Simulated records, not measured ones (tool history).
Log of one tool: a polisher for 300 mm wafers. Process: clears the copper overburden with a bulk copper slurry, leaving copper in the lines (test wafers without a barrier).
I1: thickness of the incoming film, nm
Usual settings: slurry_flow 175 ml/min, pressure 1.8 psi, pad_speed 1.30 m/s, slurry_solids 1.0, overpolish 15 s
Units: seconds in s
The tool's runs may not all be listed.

run 1 hour=0.0 | slurry_flow=175 pressure=2.1 pad_speed=1.50 slurry_solids=1.0 overpolish=15 | I1=667.5 | seconds=71.4
-- hour=42.9 head pressure recalibrated
run 2 hour=49.1 | slurry_flow=175 pressure=1.8 pad_speed=1.30 slurry_solids=1.0 overpolish=15 | I1=664.0 | seconds=97.7
run 3 hour=97.6 | slurry_flow=175 pressure=1.8 pad_speed=1.30 slurry_solids=1.0 overpolish=15 | I1=658.6 | seconds=99.3
run 4 hour=146.0 | slurry_flow=175 pressure=1.8 pad_speed=1.30 slurry_solids=1.0 overpolish=9 | I1=662.9 | seconds=103.7
-- hour=157.6 worn pad replaced by a new one
run 5 hour=189.8 | slurry_flow=175 pressure=1.8 pad_speed=1.30 slurry_solids=1.0 overpolish=15 | I1=665.9 | seconds=102.7
run 6 hour=225.3 | slurry_flow=175 pressure=1.8 pad_speed=1.30 slurry_solids=1.0 overpolish=15 | I1=667.7 | seconds=104.8
-- hour=251.1 slurry blender recalibrated
run 7 hour=267.4 | slurry_flow=175 pressure=1.8 pad_speed=1.30 slurry_solids=1.0 overpolish=15 | I1=663.4 | seconds=94.4
run 8 hour=325.4 | slurry_flow=175 pressure=1.8 pad_speed=1.30 slurry_solids=1.0 overpolish=15 | I1=666.5 | seconds=96.0
run 9 hour=358.7 | slurry_flow=175 pressure=1.8 pad_speed=1.30 slurry_solids=1.0 overpolish=15 | I1=676.5 | seconds=98.3
run 10 hour=425.2 | slurry_flow=175 pressure=1.8 pad_speed=1.30 slurry_solids=1.0 overpolish=15 | I1=672.4 | seconds=100.1
run 11 hour=467.2 | slurry_flow=175 pressure=1.8 pad_speed=1.30 slurry_solids=1.2 overpolish=15 | I1=663.4 | seconds=98.4
-- hour=488.8 slurry nozzle cleaned
run 12 hour=497.4 | slurry_flow=175 pressure=1.8 pad_speed=1.30 slurry_solids=1.0 overpolish=15 | I1=678.9 | seconds=104.7
-- hour=529.9 worn pad replaced by a new one
run 13 hour=541.3 | slurry_flow=175 pressure=1.8 pad_speed=1.30 slurry_solids=1.0 overpolish=15 | I1=657.3 | seconds=101.4
run 14 hour=590.8 | slurry_flow=175 pressure=1.8 pad_speed=1.44 slurry_solids=1.0 overpolish=15 | I1=657.3 | seconds=92.2
-- hour=609.4 slurry blender recalibrated
run 15 hour=623.8 | slurry_flow=175 pressure=1.4 pad_speed=1.72 slurry_solids=1.0 overpolish=24 | I1=672.5 | seconds=94.3
run 16 hour=695.2 | slurry_flow=175 pressure=1.8 pad_speed=1.30 slurry_solids=1.2 overpolish=15 | I1=659.8 | seconds=93.4
run 17 hour=722.5 | slurry_flow=155 pressure=2.3 pad_speed=1.30 slurry_solids=1.0 overpolish=15 | I1=666.1 | seconds=79.0
-- hour=796.7 head pressure recalibrated
run 18 hour=824.7 | slurry_flow=125 pressure=1.3 pad_speed=1.30 slurry_solids=1.1 overpolish=19 | I1=669.1 | seconds=146.6
-- hour=850.3 worn pad replaced by a new one
run 19 hour=872.5 | slurry_flow=220 pressure=1.3 pad_speed=1.42 slurry_solids=0.9 overpolish=15 | I1=666.6 | seconds=131.1
run 20 hour=943.8 | slurry_flow=175 pressure=1.8 pad_speed=1.30 slurry_solids=1.0 overpolish=15 | I1=656.0 | seconds=103.0
run 21 hour=985.4 | slurry_flow=175 pressure=1.8 pad_speed=1.30 slurry_solids=1.0 overpolish=18 | I1=664.8 | seconds=106.4
-- hour=1012.8 slurry blender recalibrated
run 22 hour=1033.8 | slurry_flow=175 pressure=1.8 pad_speed=1.46 slurry_solids=1.2 overpolish=15 | I1=667.0 | seconds=80.1
-- hour=1056.2 slurry nozzle cleaned
run 23 hour=1092.5 | slurry_flow=200 pressure=1.8 pad_speed=1.30 slurry_solids=1.2 overpolish=15 | I1=673.7 | seconds=92.4
-- hour=1195.6 worn pad replaced by a new one
run 24 hour=1279.1 | slurry_flow=175 pressure=2.2 pad_speed=1.52 slurry_solids=1.3 overpolish=24 | I1=669.3 | seconds=67.4
run 25 hour=1341.1 | slurry_flow=210 pressure=2.2 pad_speed=1.30 slurry_solids=1.0 overpolish=18 | I1=676.5 | seconds=83.9
-- hour=1359.3 slurry blender recalibrated
run 26 hour=1403.4 | slurry_flow=175 pressure=1.8 pad_speed=1.50 slurry_solids=1.0 overpolish=15 | I1=682.1 | seconds=86.5
run 27 hour=1463.3 | slurry_flow=175 pressure=1.8 pad_speed=1.30 slurry_solids=1.0 overpolish=15 | I1=663.9 | seconds=99.0

Forecast each of these 5 alternatives for the next run:
run A hour=1463.8 | slurry_flow=175 pressure=1.8 pad_speed=1.30 slurry_solids=1.0 overpolish=15 | I1=668.4 | seconds=?
run B hour=1463.8 | slurry_flow=175 pressure=1.8 pad_speed=1.74 slurry_solids=1.0 overpolish=15 | I1=668.4 | seconds=?
run C hour=1463.8 | slurry_flow=195 pressure=1.4 pad_speed=1.30 slurry_solids=1.2 overpolish=6 | I1=668.4 | seconds=?
run D hour=1463.8 | slurry_flow=175 pressure=1.8 pad_speed=1.42 slurry_solids=1.0 overpolish=15 | I1=668.4 | seconds=?
run E hour=1463.8 | slurry_flow=175 pressure=2.4 pad_speed=1.68 slurry_solids=1.0 overpolish=15 | I1=668.4 | seconds=?

run=A seconds=100.3
run=B seconds=74.9
run=C seconds=121.7
run=D seconds=91.8
run=E seconds=58.2
Without the tool's hidden state the same runs would have given:
run=A seconds=94.7
run=B seconds=70.8
run=C seconds=114.8
run=D seconds=86.7
run=E seconds=55.0

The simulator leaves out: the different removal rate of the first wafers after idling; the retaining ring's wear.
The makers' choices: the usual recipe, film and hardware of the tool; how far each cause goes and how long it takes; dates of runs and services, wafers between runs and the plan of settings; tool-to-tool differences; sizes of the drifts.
